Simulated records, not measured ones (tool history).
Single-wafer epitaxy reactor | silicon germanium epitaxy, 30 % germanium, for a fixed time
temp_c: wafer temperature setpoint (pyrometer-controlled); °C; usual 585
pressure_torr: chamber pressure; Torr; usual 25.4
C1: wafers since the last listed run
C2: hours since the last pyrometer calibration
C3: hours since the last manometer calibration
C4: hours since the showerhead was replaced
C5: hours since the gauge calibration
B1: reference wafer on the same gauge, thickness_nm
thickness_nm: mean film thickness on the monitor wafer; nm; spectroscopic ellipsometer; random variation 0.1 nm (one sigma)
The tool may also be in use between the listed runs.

Run 1, day 0.000: usual settings; C1 0; C2 1467.2; C3 1766.2; C4 3283.7; C5 102.8; B1 40.107. Result: thickness_nm 46.241 nm.
Run 2, day 0.929: usual settings; C1 247; C2 1489.5; C3 1788.5; C4 3306.0; C5 125.1; B1 40.102. Result: thickness_nm 46.005 nm.
Run 3, day 2.117: usual settings; C1 316; C2 1518.0; C3 1817.0; C4 3334.5; C5 153.6; B1 40.109. Result: thickness_nm 46.110 nm.
Run 4, day 3.138: usual settings; C1 272; C2 1542.5; C3 1841.5; C4 3359.0; C5 178.1; B1 40.100. Result: thickness_nm 46.175 nm.
Run 5, day 4.233: usual settings; C1 292; C2 1568.8; C3 1867.8; C4 3385.3; C5 204.4; B1 40.106. Result: thickness_nm 46.186 nm.
Run 6, day 5.404: usual settings; C1 312; C2 1596.9; C3 1895.9; C4 3413.4; C5 232.5; B1 40.103. Result: thickness_nm 46.378 nm.
Run 7, day 6.633: usual settings; C1 327; C2 1626.4; C3 1925.4; C4 3442.9; C5 262.0; B1 40.095. Result: thickness_nm 46.432 nm.
Run 8, day 8.108: usual settings; C1 393; C2 1661.8; C3 1960.8; C4 3478.3; C5 297.4; B1 40.109. Result: thickness_nm 46.431 nm.
Run 9, day 9.058: usual settings but temp_c 596 °C; C1 253; C2 1684.6; C3 1983.6; C4 3501.1; C5 320.2; B1 40.104. Result: thickness_nm 55.326 nm.
Run 10, day 11.371: usual settings but temp_c 596 °C; C1 616; C2 1740.1; C3 2039.1; C4 3556.6; C5 375.7; B1 40.086. Result: thickness_nm 55.500 nm.
Run 11, day 11.892: usual settings but temp_c 579 °C; C1 138; C2 1752.6; C3 2051.6; C4 3569.1; C5 388.2; B1 40.103. Result: thickness_nm 41.887 nm.
Run 12, day 12.588: usual settings but temp_c 594 °C; C1 185; C2 1769.3; C3 2068.3; C4 3585.8; C5 404.9; B1 40.098. Result: thickness_nm 53.701 nm.
Run 13, day 13.596: usual settings but temp_c 594 °C; C1 269; C2 1793.5; C3 2092.5; C4 3610.0; C5 429.1; B1 40.088. Result: thickness_nm 53.705 nm.
Run 14, day 14.458: usual settings but temp_c 576 °C, pressure_torr 27.7 Torr; C1 230; C2 1814.2; C3 2113.2; C4 3630.7; C5 449.8; B1 40.108. Result: thickness_nm 41.852 nm.
At day 14.662: gauge calibrated.
Run 15, day 15.679: usual settings; C1 325; C2 1843.5; C3 2142.5; C4 3660.0; C5 24.4; B1 40.103. Result: thickness_nm 46.399 nm.
Run 16, day 17.092: usual settings but temp_c 593 °C, pressure_torr 19.7 Torr; C1 376; C2 1877.4; C3 2176.4; C4 3693.9; C5 58.3; B1 40.093. Result: thickness_nm 44.000 nm.
At day 18.058: showerhead replaced.
Run 17, day 18.196: usual settings but temp_c 594 °C, pressure_torr 28.5 Torr; C1 205; C2 1903.9; C3 2202.9; C4 3.3; C5 84.8; B1 40.100. Result: thickness_nm 57.499 nm.
At day 18.675: pyrometer calibrated.
Run 18, day 19.242: usual settings; C1 190; C2 13.6; C3 2228.0; C4 28.4; C5 109.9; B1 40.103. Result: thickness_nm 46.316 nm.
Run 19, day 19.950: usual settings but temp_c 600 °C, pressure_torr 23.2 Torr; C1 188; C2 30.6; C3 2245.0; C4 45.4; C5 126.9; B1 40.093. Result: thickness_nm 55.850 nm.
At day 20.492: capacitance manometer re-zeroed and calibrated.
Run 20, day 21.079: usual settings but temp_c 596 °C, pressure_torr 23.3 Torr; C1 212; C2 57.7; C3 14.1; C4 72.5; C5 154.0; B1 40.104. Result: thickness_nm 52.173 nm.
Run 21, day 21.721: usual settings but temp_c 571 °C; C1 171; C2 73.1; C3 29.5; C4 87.9; C5 169.4; B1 40.092. Result: thickness_nm 36.474 nm.
Run 22, day 22.396: usual settings but temp_c 573 °C, pressure_torr 29.4 Torr; C1 180; C2 89.3; C3 45.7; C4 104.1; C5 185.6; B1 40.104. Result: thickness_nm 41.300 nm.
Run 23, day 23.508: usual settings but temp_c 597 °C, pressure_torr 31.7 Torr; C1 296; C2 116.0; C3 72.4; C4 130.8; C5 212.3; B1 40.098. Result: thickness_nm 63.977 nm.
Run 24, day 24.871: usual settings; C1 363; C2 148.7; C3 105.1; C4 163.5; C5 245.0; B1 40.092. Result: thickness_nm 46.381 nm.
Run 25, day 25.962: usual settings but pressure_torr 21.4 Torr; C1 291; C2 174.9; C3 131.3; C4 189.7; C5 271.2; B1 40.102. Result: thickness_nm 41.279 nm.
Run 26, day 27.021: usual settings but temp_c 594 °C, pressure_torr 28.5 Torr; C1 282; C2 200.3; C3 156.7; C4 215.1; C5 296.6; B1 40.106. Result: thickness_nm 57.750 nm.
Run 27, day 28.038: usual settings but temp_c 572 °C, pressure_torr 28.8 Torr; C1 271; C2 224.7; C3 181.1; C4 239.5; C5 321.0; B1 40.117. Result: thickness_nm 40.086 nm.

3 ways to go on from here, each from the tool as it stands after run 27. What would each give?
Run A, day 28.054: usual settings but pressure_torr 23.6 Torr; C1 4; C2 225.1; C3 181.5; C4 239.9; C5 321.4; B1 ?. Result: thickness_nm ?.
Run B, day 28.054: usual settings but temp_c 574 °C, pressure_torr 30.4 Torr; C1 4; C2 225.1; C3 181.5; C4 239.9; C5 321.4; B1 ?. Result: thickness_nm ?.
Run C, day 28.054: usual settings but temp_c 581 °C, pressure_torr 22.2 Torr; C1 4; C2 225.1; C3 181.5; C4 239.9; C5 321.4; B1 ?. Result: thickness_nm ?.

run      B1  thickness_nm
  A  40.105        44.132
  B  40.105        42.894
  C  40.105        39.598
Without the tool's hidden state the same runs would have given:
run  thickness_nm
  A        44.132
  B        42.894
  C        39.598
